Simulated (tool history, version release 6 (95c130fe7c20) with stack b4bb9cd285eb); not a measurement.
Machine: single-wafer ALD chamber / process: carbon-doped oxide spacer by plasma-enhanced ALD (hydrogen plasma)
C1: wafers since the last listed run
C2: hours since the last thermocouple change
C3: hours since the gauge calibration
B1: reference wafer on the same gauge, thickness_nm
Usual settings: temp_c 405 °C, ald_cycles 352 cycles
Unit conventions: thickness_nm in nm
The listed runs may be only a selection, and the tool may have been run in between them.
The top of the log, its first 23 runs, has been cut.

run 24 day=13.288 | temp_c=405 ald_cycles=352 | C1=13 C2=846.8 C3=188.9 | B1=14.102 | thickness_nm=17.42
run 25 day=13.558 | temp_c=416 ald_cycles=416 | C1=8 C2=853.3 C3=195.4 | B1=14.109 | thickness_nm=20.008
run 26 day=14.075 | temp_c=405 ald_cycles=374 | C1=16 C2=865.7 C3=207.8 | B1=14.11 | thickness_nm=18.517
run 27 day=14.375 | temp_c=419 ald_cycles=352 | C1=9 C2=872.9 C3=215 | B1=14.109 | thickness_nm=16.725
run 28 day=14.875 | temp_c=405 ald_cycles=414 | C1=16 C2=884.9 C3=227 | B1=14.108 | thickness_nm=20.587
run 29 day=15.217 | temp_c=405 ald_cycles=367 | C1=11 C2=893.1 C3=235.2 | B1=14.101 | thickness_nm=18.224
run 30 day=15.854 | temp_c=395 ald_cycles=371 | C1=20 C2=908.4 C3=250.5 | B1=14.107 | thickness_nm=18.402
run 31 day=16.45 | temp_c=405 ald_cycles=352 | C1=19 C2=922.7 C3=264.8 | B1=14.104 | thickness_nm=17.505
run 32 day=17.175 | temp_c=390 ald_cycles=372 | C1=23 C2=940.1 C3=282.2 | B1=14.1 | thickness_nm=18.518
-- day=17.842 thermocouple changed; heater temperature recalibrated
run 33 day=17.862 | temp_c=405 ald_cycles=352 | C1=11 C2=0.5 C3=298.7 | B1=14.109 | thickness_nm=17.264
run 34 day=18.492 | temp_c=391 ald_cycles=352 | C1=20 C2=15.6 C3=313.8 | B1=14.107 | thickness_nm=17.565
run 35 day=18.975 | temp_c=405 ald_cycles=352 | C1=15 C2=27.2 C3=325.4 | B1=14.098 | thickness_nm=17.309
run 36 day=19.712 | temp_c=405 ald_cycles=322 | C1=24 C2=44.9 C3=343.1 | B1=14.095 | thickness_nm=15.784
-- day=19.838 gauge calibrated
run 37 day=20.012 | temp_c=401 ald_cycles=316 | C1=9 C2=52.1 C3=4.2 | B1=14.11 | thickness_nm=15.652
run 38 day=20.75 | temp_c=405 ald_cycles=316 | C1=24 C2=69.8 C3=21.9 | B1=14.082 | thickness_nm=15.595
run 39 day=21.004 | temp_c=411 ald_cycles=405 | C1=8 C2=75.9 C3=28 | B1=14.11 | thickness_nm=19.607
run 40 day=21.617 | temp_c=405 ald_cycles=352 | C1=19 C2=90.6 C3=42.7 | B1=14.1 | thickness_nm=17.272
run 41 day=22.242 | temp_c=393 ald_cycles=404 | C1=20 C2=105.6 C3=57.7 | B1=14.093 | thickness_nm=20.119
run 42 day=22.642 | temp_c=410 ald_cycles=390 | C1=13 C2=115.2 C3=67.3 | B1=14.091 | thickness_nm=18.884
run 43 day=22.967 | temp_c=394 ald_cycles=287 | C1=10 C2=123 C3=75.1 | B1=14.088 | thickness_nm=14.291
run 44 day=23.279 | temp_c=419 ald_cycles=401 | C1=10 C2=130.5 C3=82.6 | B1=14.098 | thickness_nm=18.919
run 45 day=23.958 | temp_c=412 ald_cycles=352 | C1=22 C2=146.8 C3=98.9 | B1=14.091 | thickness_nm=16.956
run 46 day=24.4 | temp_c=405 ald_cycles=352 | C1=14 C2=157.4 C3=109.5 | B1=14.11 | thickness_nm=17.285
run 47 day=24.925 | temp_c=398 ald_cycles=288 | C1=17 C2=170 C3=122.1 | B1=14.112 | thickness_nm=14.379

4 ways to go on from here, each from the tool as it stands after run 47. What would each give?
run A day=24.962 | temp_c=405 ald_cycles=405 | C1=1 C2=170.9 C3=123 | B1=? | thickness_nm=?
run B day=24.962 | temp_c=405 ald_cycles=401 | C1=1 C2=170.9 C3=123 | B1=? | thickness_nm=?
run C day=24.962 | temp_c=416 ald_cycles=352 | C1=1 C2=170.9 C3=123 | B1=? | thickness_nm=?
run D day=24.962 | temp_c=405 ald_cycles=389 | C1=1 C2=170.9 C3=123 | B1=? | thickness_nm=?

run=A B1=14.111 thickness_nm=19.898
run=B B1=14.111 thickness_nm=19.702
run=C B1=14.111 thickness_nm=16.786
run=D B1=14.111 thickness_nm=19.112
What these runs would have given with no unlogged condition in the tool:
run=A thickness_nm=19.854
run=B thickness_nm=19.658
run=C thickness_nm=16.747
run=D thickness_nm=19.07
